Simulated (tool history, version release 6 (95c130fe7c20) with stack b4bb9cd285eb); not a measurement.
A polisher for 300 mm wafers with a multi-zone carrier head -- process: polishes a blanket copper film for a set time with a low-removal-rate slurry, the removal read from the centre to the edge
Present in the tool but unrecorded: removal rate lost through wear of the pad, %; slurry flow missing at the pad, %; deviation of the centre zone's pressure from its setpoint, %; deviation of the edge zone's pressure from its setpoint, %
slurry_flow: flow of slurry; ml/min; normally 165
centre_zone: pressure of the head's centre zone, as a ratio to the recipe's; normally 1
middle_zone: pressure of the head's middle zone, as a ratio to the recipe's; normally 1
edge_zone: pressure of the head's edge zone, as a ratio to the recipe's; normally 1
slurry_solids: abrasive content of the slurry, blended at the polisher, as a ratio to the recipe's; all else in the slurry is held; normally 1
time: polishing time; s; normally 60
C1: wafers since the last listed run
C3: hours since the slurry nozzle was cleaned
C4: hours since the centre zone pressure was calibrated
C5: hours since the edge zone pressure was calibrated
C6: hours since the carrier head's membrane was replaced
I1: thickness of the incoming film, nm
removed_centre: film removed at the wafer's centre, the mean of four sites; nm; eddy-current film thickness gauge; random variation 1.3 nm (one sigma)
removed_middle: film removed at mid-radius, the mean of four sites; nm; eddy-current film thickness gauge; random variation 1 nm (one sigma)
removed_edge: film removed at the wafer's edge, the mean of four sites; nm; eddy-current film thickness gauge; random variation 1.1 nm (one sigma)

{"run": 1, "day": 0.0, "slurry_flow": 185, "centre_zone": 0.9, "middle_zone": 0.92, "edge_zone": 0.94, "slurry_solids": 1, "time": 60, "C1": 0, "wafers polished on this pad": 2822, "C3": 379.8, "C4": 918.6, "C5": 36.6, "C6": 819.4, "I1": 1210.1, "removed_centre": 78.6, "removed_middle": 90.4, "removed_edge": 94.9}
{"run": 2, "day": 1.383, "slurry_flow": 145, "centre_zone": 1, "middle_zone": 1, "edge_zone": 1, "slurry_solids": 1, "time": 60, "C1": 398, "wafers polished on this pad": 3220, "C3": 413, "C4": 951.8, "C5": 69.8, "C6": 852.6, "I1": 1227.8, "removed_centre": 83.9, "removed_middle": 94.9, "removed_edge": 95.6}
{"day": 1.704, "done": "worn pad replaced by a new one"}
{"run": 3, "day": 2.2, "slurry_flow": 165, "centre_zone": 1, "middle_zone": 1, "edge_zone": 1, "slurry_solids": 1, "time": 60, "C1": 187, "wafers polished on this pad": 142, "C3": 432.6, "C4": 971.4, "C5": 89.4, "C6": 872.2, "I1": 1226.9, "removed_centre": 85.5, "removed_middle": 96.4, "removed_edge": 97.6}
{"day": 2.417, "done": "centre zone pressure recalibrated"}
{"run": 4, "day": 3.083, "slurry_flow": 165, "centre_zone": 1, "middle_zone": 0.9, "edge_zone": 0.9, "slurry_solids": 1.15, "time": 60, "C1": 230, "wafers polished on this pad": 373, "C3": 453.8, "C4": 16, "C5": 110.6, "C6": 893.4, "I1": 1228, "removed_centre": 101.5, "removed_middle": 91.9, "removed_edge": 96.4}
{"run": 5, "day": 4.188, "slurry_flow": 125, "centre_zone": 1, "middle_zone": 1, "edge_zone": 1, "slurry_solids": 1, "time": 50, "C1": 317, "wafers polished on this pad": 690, "C3": 480.3, "C4": 42.5, "C5": 137.1, "C6": 919.9, "I1": 1231.4, "removed_centre": 76.9, "removed_middle": 77, "removed_edge": 78.8}
{"run": 6, "day": 4.738, "slurry_flow": 165, "centre_zone": 1, "middle_zone": 1, "edge_zone": 1, "slurry_solids": 1, "time": 60, "C1": 158, "wafers polished on this pad": 849, "C3": 493.5, "C4": 55.7, "C5": 150.3, "C6": 933.1, "I1": 1234.5, "removed_centre": 94.1, "removed_middle": 94.6, "removed_edge": 96.3}
{"run": 7, "day": 5.738, "slurry_flow": 130, "centre_zone": 1, "middle_zone": 1, "edge_zone": 1.05, "slurry_solids": 1, "time": 60, "C1": 287, "wafers polished on this pad": 1137, "C3": 517.5, "C4": 79.7, "C5": 174.3, "C6": 957.1, "I1": 1202.2, "removed_centre": 90.5, "removed_middle": 93.4, "removed_edge": 96.3}
{"run": 8, "day": 6.983, "slurry_flow": 165, "centre_zone": 1, "middle_zone": 1, "edge_zone": 1, "slurry_solids": 1, "time": 60, "C1": 358, "wafers polished on this pad": 1495, "C3": 547.4, "C4": 109.6, "C5": 204.2, "C6": 987, "I1": 1208.1, "removed_centre": 92.9, "removed_middle": 94.5, "removed_edge": 97.8}
{"run": 9, "day": 7.733, "slurry_flow": 165, "centre_zone": 1, "middle_zone": 0.97, "edge_zone": 1, "slurry_solids": 0.9, "time": 60, "C1": 215, "wafers polished on this pad": 1711, "C3": 565.4, "C4": 127.6, "C5": 222.2, "C6": 1005, "I1": 1224.8, "removed_centre": 88.2, "removed_middle": 90.8, "removed_edge": 94.4}
{"run": 10, "day": 9.108, "slurry_flow": 205, "centre_zone": 1, "middle_zone": 1, "edge_zone": 1, "slurry_solids": 1, "time": 60, "C1": 395, "wafers polished on this pad": 2107, "C3": 598.4, "C4": 160.6, "C5": 255.2, "C6": 1038, "I1": 1211.6, "removed_centre": 95.1, "removed_middle": 100.4, "removed_edge": 96.9}
{"day": 9.496, "done": "slurry nozzle cleaned"}
{"run": 11, "day": 9.904, "slurry_flow": 165, "centre_zone": 1, "middle_zone": 1.04, "edge_zone": 1, "slurry_solids": 1, "time": 60, "C1": 217, "wafers polished on this pad": 2324, "C3": 9.8, "C4": 179.7, "C5": 274.3, "C6": 1057.1, "I1": 1226.4, "removed_centre": 88.4, "removed_middle": 101.1, "removed_edge": 99.1}
{"run": 12, "day": 11.012, "slurry_flow": 145, "centre_zone": 1.09, "middle_zone": 1, "edge_zone": 1, "slurry_solids": 1.15, "time": 42, "C1": 319, "wafers polished on this pad": 2643, "C3": 36.4, "C4": 206.3, "C5": 300.9, "C6": 1083.7, "I1": 1216.5, "removed_centre": 69.6, "removed_middle": 68.9, "removed_edge": 70.8}
{"day": 11.642, "done": "worn pad replaced by a new one"}
{"day": 12.433, "done": "carrier head's membrane replaced by a new one"}
{"run": 13, "day": 12.496, "slurry_flow": 165, "centre_zone": 1, "middle_zone": 1, "edge_zone": 1, "slurry_solids": 1, "time": 41, "C1": 319, "wafers polished on this pad": 185, "C3": 72, "C4": 241.9, "C5": 336.5, "C6": 1.5, "I1": 1224.1, "removed_centre": 62.1, "removed_middle": 64.8, "removed_edge": 67.6}
{"run": 14, "day": 13.908, "slurry_flow": 165, "centre_zone": 1, "middle_zone": 1, "edge_zone": 0.94, "slurry_solids": 1, "time": 50, "C1": 406, "wafers polished on this pad": 592, "C3": 105.9, "C4": 275.8, "C5": 370.4, "C6": 35.4, "I1": 1219.4, "removed_centre": 75.1, "removed_middle": 79.4, "removed_edge": 79.1}
{"run": 15, "day": 14.933, "slurry_flow": 165, "centre_zone": 1, "middle_zone": 1, "edge_zone": 0.94, "slurry_solids": 1, "time": 50, "C1": 295, "wafers polished on this pad": 887, "C3": 130.5, "C4": 300.4, "C5": 395, "C6": 60, "I1": 1221.3, "removed_centre": 74.5, "removed_middle": 78.6, "removed_edge": 79}
{"run": 16, "day": 16.025, "slurry_flow": 130, "centre_zone": 1, "middle_zone": 1, "edge_zone": 1, "slurry_solids": 0.85, "time": 60, "C1": 314, "wafers polished on this pad": 1201, "C3": 156.7, "C4": 326.6, "C5": 421.2, "C6": 86.2, "I1": 1239.5, "removed_centre": 79.4, "removed_middle": 88.1, "removed_edge": 88.7}
{"run": 17, "day": 16.704, "slurry_flow": 165, "centre_zone": 1, "middle_zone": 1, "edge_zone": 0.94, "slurry_solids": 1, "time": 60, "C1": 195, "wafers polished on this pad": 1397, "C3": 173, "C4": 342.9, "C5": 437.5, "C6": 102.5, "I1": 1229.1, "removed_centre": 85.8, "removed_middle": 96.8, "removed_edge": 93.7}
{"run": 18, "day": 17.983, "slurry_flow": 165, "centre_zone": 1.08, "middle_zone": 1, "edge_zone": 1, "slurry_solids": 1, "time": 60, "C1": 368, "wafers polished on this pad": 1765, "C3": 203.7, "C4": 373.6, "C5": 468.2, "C6": 133.2, "I1": 1207.1, "removed_centre": 95.6, "removed_middle": 97.3, "removed_edge": 95.1}
{"run": 19, "day": 19.446, "slurry_flow": 165, "centre_zone": 1, "middle_zone": 1, "edge_zone": 1, "slurry_solids": 1, "time": 60, "C1": 421, "wafers polished on this pad": 2186, "C3": 238.8, "C4": 408.7, "C5": 503.3, "C6": 168.3, "I1": 1212.5, "removed_centre": 87.9, "removed_middle": 96.5, "removed_edge": 99.1}
{"run": 20, "day": 20.704, "slurry_flow": 165, "centre_zone": 1, "middle_zone": 1, "edge_zone": 1, "slurry_solids": 1, "time": 60, "C1": 362, "wafers polished on this pad": 2548, "C3": 269, "C4": 438.9, "C5": 533.5, "C6": 198.5, "I1": 1204.9, "removed_centre": 87, "removed_middle": 94.6, "removed_edge": 96.8}
{"run": 21, "day": 21.633, "slurry_flow": 165, "centre_zone": 1, "middle_zone": 1, "edge_zone": 1, "slurry_solids": 1, "time": 60, "C1": 267, "wafers polished on this pad": 2816, "C3": 291.3, "C4": 461.2, "C5": 555.8, "C6": 220.8, "I1": 1218.4, "removed_centre": 86.4, "removed_middle": 95.8, "removed_edge": 98.3}
{"day": 21.892, "done": "worn pad replaced by a new one"}
{"run": 22, "day": 25.25, "slurry_flow": 165, "centre_zone": 1, "middle_zone": 1, "edge_zone": 1.05, "slurry_solids": 1.2, "time": 53, "C1": 993, "wafers polished on this pad": 966, "C3": 378.1, "C4": 548, "C5": 642.6, "C6": 307.6, "I1": 1218.3, "removed_centre": 81.9, "removed_middle": 90.8, "removed_edge": 95.5}

Alternative continuations, all from the tool just after run 22; predict every row:
{"run": "A", "day": 25.267, "slurry_flow": 165, "centre_zone": 1, "middle_zone": 1, "edge_zone": 1, "slurry_solids": 1, "time": 60, "C1": 4, "wafers polished on this pad": 971, "C3": 378.5, "C4": 548.4, "C5": 643, "C6": 308, "I1": 1218.3, "removed_centre": "?", "removed_middle": "?", "removed_edge": "?"}
{"run": "B", "day": 25.267, "slurry_flow": 165, "centre_zone": 1, "middle_zone": 1.1, "edge_zone": 1, "slurry_solids": 0.75, "time": 60, "C1": 4, "wafers polished on this pad": 971, "C3": 378.5, "C4": 548.4, "C5": 643, "C6": 308, "I1": 1218.3, "removed_centre": "?", "removed_middle": "?", "removed_edge": "?"}
{"run": "C", "day": 25.267, "slurry_flow": 140, "centre_zone": 1.06, "middle_zone": 0.91, "edge_zone": 0.9, "slurry_solids": 1, "time": 60, "C1": 4, "wafers polished on this pad": 971, "C3": 378.5, "C4": 548.4, "C5": 643, "C6": 308, "I1": 1218.3, "removed_centre": "?", "removed_middle": "?", "removed_edge": "?"}
{"run": "D", "day": 25.267, "slurry_flow": 165, "centre_zone": 0.91, "middle_zone": 1, "edge_zone": 1, "slurry_solids": 1, "time": 60, "C1": 4, "wafers polished on this pad": 971, "C3": 378.5, "C4": 548.4, "C5": 643, "C6": 308, "I1": 1218.3, "removed_centre": "?", "removed_middle": "?", "removed_edge": "?"}

run=A removed_centre=85.9 removed_middle=97.4 removed_edge=98.7
run=B removed_centre=77.3 removed_middle=94.4 removed_edge=88.7
run=C removed_centre=88.6 removed_middle=88.5 removed_edge=92.4
run=D removed_centre=78 removed_middle=97.5 removed_edge=98.7
What these runs would have given with no unlogged condition in the tool:
run=A removed_centre=96.7 removed_middle=97.4 removed_edge=98.7
run=B removed_centre=87.1 removed_middle=94.3 removed_edge=88.7
run=C removed_centre=99.8 removed_middle=88.5 removed_edge=92.4
run=D removed_centre=88 removed_middle=97.4 removed_edge=98.7
